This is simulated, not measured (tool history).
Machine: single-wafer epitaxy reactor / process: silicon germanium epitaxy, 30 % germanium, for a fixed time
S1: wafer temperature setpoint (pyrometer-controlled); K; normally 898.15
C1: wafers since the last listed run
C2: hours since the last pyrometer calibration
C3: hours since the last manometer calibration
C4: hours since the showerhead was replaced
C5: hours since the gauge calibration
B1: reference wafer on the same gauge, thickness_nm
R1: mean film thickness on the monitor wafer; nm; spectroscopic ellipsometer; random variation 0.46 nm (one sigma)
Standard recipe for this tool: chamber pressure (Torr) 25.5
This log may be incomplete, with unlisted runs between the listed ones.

run 1 hour=0.0 | S1=898.15 chamber_pressure_(Torr)=25.5 | C1=0 C2=1190.7 C3=1680.4 C4=3050.5 C5=345.7 | B1=85.995 | R1=115.592
run 2 hour=27.2 | S1=898.15 chamber_pressure_(Torr)=25.5 | C1=266 C2=1217.9 C3=1707.6 C4=3077.7 C5=372.9 | B1=85.984 | R1=115.899
run 3 hour=63.2 | S1=898.15 chamber_pressure_(Torr)=25.5 | C1=352 C2=1253.9 C3=1743.6 C4=3113.7 C5=408.9 | B1=85.928 | R1=116.939
run 4 hour=98.0 | S1=898.15 chamber_pressure_(Torr)=25.5 | C1=340 C2=1288.7 C3=1778.4 C4=3148.5 C5=443.7 | B1=85.866 | R1=117.110
run 5 hour=121.3 | S1=898.15 chamber_pressure_(Torr)=25.5 | C1=227 C2=1312.0 C3=1801.7 C4=3171.8 C5=467.0 | B1=85.886 | R1=117.130
run 6 hour=141.9 | S1=898.15 chamber_pressure_(Torr)=25.5 | C1=201 C2=1332.6 C3=1822.3 C4=3192.4 C5=487.6 | B1=86.052 | R1=117.828
run 7 hour=158.2 | S1=907.15 chamber_pressure_(Torr)=27.2 | C1=159 C2=1348.9 C3=1838.6 C4=3208.7 C5=503.9 | B1=85.984 | R1=137.727
run 8 hour=189.9 | S1=898.15 chamber_pressure_(Torr)=25.5 | C1=310 C2=1380.6 C3=1870.3 C4=3240.4 C5=535.6 | B1=86.022 | R1=118.530
run 9 hour=204.5 | S1=898.15 chamber_pressure_(Torr)=25.5 | C1=142 C2=1395.2 C3=1884.9 C4=3255.0 C5=550.2 | B1=85.923 | R1=118.285
-- hour=230.5 capacitance manometer re-zeroed and calibrated
run 10 hour=231.0 | S1=909.15 chamber_pressure_(Torr)=25.5 | C1=180 C2=1421.7 C3=0.5 C4=3281.5 C5=576.7 | B1=86.018 | R1=140.472
-- hour=250.1 pyrometer calibrated
run 11 hour=250.6 | S1=898.15 chamber_pressure_(Torr)=25.5 | C1=113 C2=0.5 C3=20.1 C4=3301.1 C5=596.3 | B1=85.900 | R1=105.405
run 12 hour=271.9 | S1=905.15 chamber_pressure_(Torr)=30.4 | C1=208 C2=21.8 C3=41.4 C4=3322.4 C5=617.6 | B1=86.003 | R1=124.979
run 13 hour=302.4 | S1=898.15 chamber_pressure_(Torr)=21.3 | C1=298 C2=52.3 C3=71.9 C4=3352.9 C5=648.1 | B1=86.154 | R1=97.765
-- hour=315.9 gauge calibrated
run 14 hour=321.8 | S1=885.15 chamber_pressure_(Torr)=29.5 | C1=189 C2=71.7 C3=91.3 C4=3372.3 C5=5.9 | B1=86.020 | R1=91.089
run 15 hour=353.6 | S1=904.15 chamber_pressure_(Torr)=20.6 | C1=311 C2=103.5 C3=123.1 C4=3404.1 C5=37.7 | B1=86.022 | R1=106.508
run 16 hour=366.7 | S1=890.15 chamber_pressure_(Torr)=28.9 | C1=128 C2=116.6 C3=136.2 C4=3417.2 C5=50.8 | B1=85.920 | R1=96.676
run 17 hour=394.3 | S1=898.15 chamber_pressure_(Torr)=25.5 | C1=269 C2=144.2 C3=163.8 C4=3444.8 C5=78.4 | B1=85.921 | R1=104.812
run 18 hour=428.2 | S1=898.15 chamber_pressure_(Torr)=25.5 | C1=331 C2=178.1 C3=197.7 C4=3478.7 C5=112.3 | B1=86.061 | R1=104.645
-- hour=436.4 showerhead replaced
run 19 hour=494.2 | S1=898.15 chamber_pressure_(Torr)=23.6 | C1=567 C2=244.1 C3=263.7 C4=57.8 C5=178.3 | B1=85.994 | R1=102.206
run 20 hour=517.2 | S1=907.15 chamber_pressure_(Torr)=23.3 | C1=224 C2=267.1 C3=286.7 C4=80.8 C5=201.3 | B1=86.062 | R1=117.072
run 21 hour=551.7 | S1=898.15 chamber_pressure_(Torr)=25.5 | C1=337 C2=301.6 C3=321.2 C4=115.3 C5=235.8 | B1=86.103 | R1=106.247
run 22 hour=570.2 | S1=907.15 chamber_pressure_(Torr)=21.5 | C1=180 C2=320.1 C3=339.7 C4=133.8 C5=254.3 | B1=85.994 | R1=112.955

5 options for the next run, each taken on its own from the tool as it stands now. Forecast them:
run A hour=570.6 | S1=898.15 chamber_pressure_(Torr)=25.5 | C1=3 C2=320.5 C3=340.1 C4=134.2 C5=254.7 | B1=? | R1=?
run B hour=570.6 | S1=908.15 chamber_pressure_(Torr)=20.8 | C1=3 C2=320.5 C3=340.1 C4=134.2 C5=254.7 | B1=? | R1=?
run C hour=570.6 | S1=903.15 chamber_pressure_(Torr)=22.6 | C1=3 C2=320.5 C3=340.1 C4=134.2 C5=254.7 | B1=? | R1=?
run D hour=570.6 | S1=911.15 chamber_pressure_(Torr)=28.0 | C1=3 C2=320.5 C3=340.1 C4=134.2 C5=254.7 | B1=? | R1=?
run E hour=570.6 | S1=912.15 chamber_pressure_(Torr)=30.4 | C1=3 C2=320.5 C3=340.1 C4=134.2 C5=254.7 | B1=? | R1=?

run=A B1=86.036 R1=105.270
run=B B1=86.036 R1=113.170
run=C B1=86.036 R1=108.392
run=D B1=86.036 R1=132.668
run=E B1=86.036 R1=139.006
Without the tool's hidden state the same runs would have given:
run=A R1=106.103
run=B R1=114.048
run=C R1=109.241
run=D R1=133.691
run=E R1=140.075
